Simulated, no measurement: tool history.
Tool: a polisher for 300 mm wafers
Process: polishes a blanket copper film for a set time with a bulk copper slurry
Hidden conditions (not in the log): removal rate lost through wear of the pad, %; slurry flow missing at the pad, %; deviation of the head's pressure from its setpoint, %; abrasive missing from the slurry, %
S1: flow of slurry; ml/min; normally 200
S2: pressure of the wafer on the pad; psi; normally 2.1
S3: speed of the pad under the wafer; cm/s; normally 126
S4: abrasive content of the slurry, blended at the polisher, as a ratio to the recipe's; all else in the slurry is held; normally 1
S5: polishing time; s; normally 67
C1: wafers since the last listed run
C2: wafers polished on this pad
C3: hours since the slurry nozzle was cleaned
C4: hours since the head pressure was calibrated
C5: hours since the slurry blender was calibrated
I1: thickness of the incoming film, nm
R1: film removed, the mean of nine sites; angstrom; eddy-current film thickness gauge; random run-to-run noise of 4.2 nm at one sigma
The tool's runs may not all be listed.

run	hour	S1	S2	S3	S4	S5	C1	C2	C3	C4	C5	I1	R1
1	0	200	1.9	126	1	67	0	6773	599.8	1076.9	497.2	1796.9	5461
# hour 27.2: head pressure recalibrated
# hour 109.2: slurry nozzle cleaned
# hour 125: worn pad replaced by a new one
2	162.5	200	1.9	126	1	67	1577	379	53.3	135.3	659.7	1789.7	5456
# hour 195.4: slurry blender recalibrated
3	267.1	200	1.9	126	1	67	1040	1420	157.9	239.9	71.7	1793.7	5359
4	348	200	2.1	126	1	67	820	2241	238.8	320.8	152.6	1779.6	5966
5	391.3	180	2.1	126	1	67	439	2680	282.1	364.1	195.9	1803.3	5866
6	462.9	180	2.1	126	1	67	726	3406	353.7	435.7	267.5	1796.1	5892
7	540.7	200	2.1	126	1	67	789	4195	431.5	513.5	345.3	1779.5	5924
8	617.9	135	1.6	94	1	67	782	4978	508.7	590.7	422.5	1806.5	3291
9	695.2	165	2.1	110	0.85	77	783	5762	586	668	499.8	1797.6	5674
# hour 741.7: slurry nozzle cleaned
10	742.2	200	2.1	126	1	67	466	6228	0.5	715	546.8	1805.3	5889
# hour 774.8: worn pad replaced by a new one
11	834.7	200	2.1	86	1	78	897	607	93	807.5	639.3	1793.4	4750
12	872.9	135	2.7	102	1.3	67	387	994	131.2	845.7	677.5	1800.8	6078
# hour 886.9: slurry blender recalibrated
13	1013.3	200	2.1	96	1	67	1403	2398	271.6	986.1	126.4	1794.7	4485
14	1118.2	200	2.1	88	1	67	1063	3462	376.5	1091	231.3	1784.5	4141
15	1223.3	200	2.1	126	1	67	1065	4528	481.6	1196.1	336.4	1792.4	5843
# hour 1289.5: head pressure recalibrated
16	1307.7	165	2.1	126	1.15	67	835	5363	566	18.2	420.8	1823.8	5929
17	1415.6	200	1.4	158	1	59	1094	6457	673.9	126.1	528.7	1783.7	4569
18	1476.3	200	2.1	126	1	67	615	7073	734.6	186.8	589.4	1811	5968
# hour 1525.8: worn pad replaced by a new one
# hour 1530.8: slurry nozzle cleaned
19	1551	255	2.8	90	1.1	67	706	245	20.2	261.5	664.1	1808.4	5851
# hour 1563.5: slurry blender recalibrated
20	1608.3	200	2.1	98	0.8	67	560	805	77.5	318.8	44.8	1824.2	4385
21	1666.6	200	2.1	126	1	67	591	1397	135.8	377.1	103.1	1832	5990

Run 22 is up next; what results do you expect?
22	1766.3	200	2.1	126	1	67	1011	2408	235.5	476.8	202.8	1804	?

R1: 5950 angstrom
Had the tool carried no hidden state, the very same run would have given R1 5950 angstrom.
